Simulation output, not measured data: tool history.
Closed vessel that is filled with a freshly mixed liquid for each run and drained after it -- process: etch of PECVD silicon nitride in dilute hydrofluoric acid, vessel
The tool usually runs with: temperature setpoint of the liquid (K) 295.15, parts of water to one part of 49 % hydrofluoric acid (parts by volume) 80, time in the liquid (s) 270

run	hour	temperature setpoint of the liquid (K)	parts of water to one part of 49 % hydrofluoric acid (parts by volume)	time in the liquid (s)	read-back film thickness of the PECVD silicon nitride reference wafer, read on the same gauge (nm)	thickness taken off the PECVD silicon nitride on a monitor wafer (angstrom)
1	0	295.15	95	270	140.03	36.9
2	13.9	295.15	95	270	140.01	37.3
3	38.7	295.15	55	270	139.95	63.9
# hour 41.7: gauge calibrated
4	63.6	295.15	55	270	140	63.5
5	85.7	295.15	80	165	140.03	26.7
6	120.7	293.15	80	270	139.94	37.7
7	152.8	293.15	80	270	139.98	38.3
8	188.2	293.15	80	270	139.96	37.9
# hour 199.3: hydrofluoric acid flow meter replaced
9	213.9	296.15	80	270	139.98	46.9
10	241.3	295.15	80	270	139.99	43.7
11	274.3	295.15	80	270	139.99	43.7
12	291.9	295.15	80	270	140	44.2
13	321.4	295.15	80	270	140	43.4
14	337.4	295.15	80	120	140.02	19.2
15	369.6	296.65	110	170	140.02	21.9
16	401	299.15	110	120	140	18.3
17	435.6	295.15	80	270	139.99	42.7
# hour 449: thermometer replaced
18	449.4	290.15	80	270	139.99	36.8
19	479	291.65	115	115	140.01	12.1
# hour 489.2: gauge calibrated
20	506.4	295.15	80	365	140.02	68.3
21	538.7	292.15	60	325	139.98	66.8
22	555.7	295.15	80	270	139.93	50.8
23	591.1	295.15	80	270	139.97	50.7
24	626.6	297.65	95	270	139.99	50.3
25	656.7	299.15	110	120	140	21.5

Each row is a separate what-if for the run after 25, all from the same tool condition, not one after another. Results?
A	657.4	295.15	80	270	?	?
B	657.4	297.15	80	270	?	?
C	657.4	295.15	60	270	?	?
D	657.4	297.15	80	355	?	?
E	657.4	295.15	80	140	?	?

run	read-back film thickness of the PECVD silicon nitride reference wafer, read on the same gauge (nm)	thickness taken off the PECVD silicon nitride on a monitor wafer (angstrom)
A	140.01	50.1
B	140.01	57.3
C	140.01	66.4
D	140.01	75.3
E	140.01	26
Take away the tool's hidden state, keep each run's random variation, and the runs would have read:
run	thickness taken off the PECVD silicon nitride on a monitor wafer (angstrom)
A	51
B	58.3
C	67.6
D	76.6
E	26.4
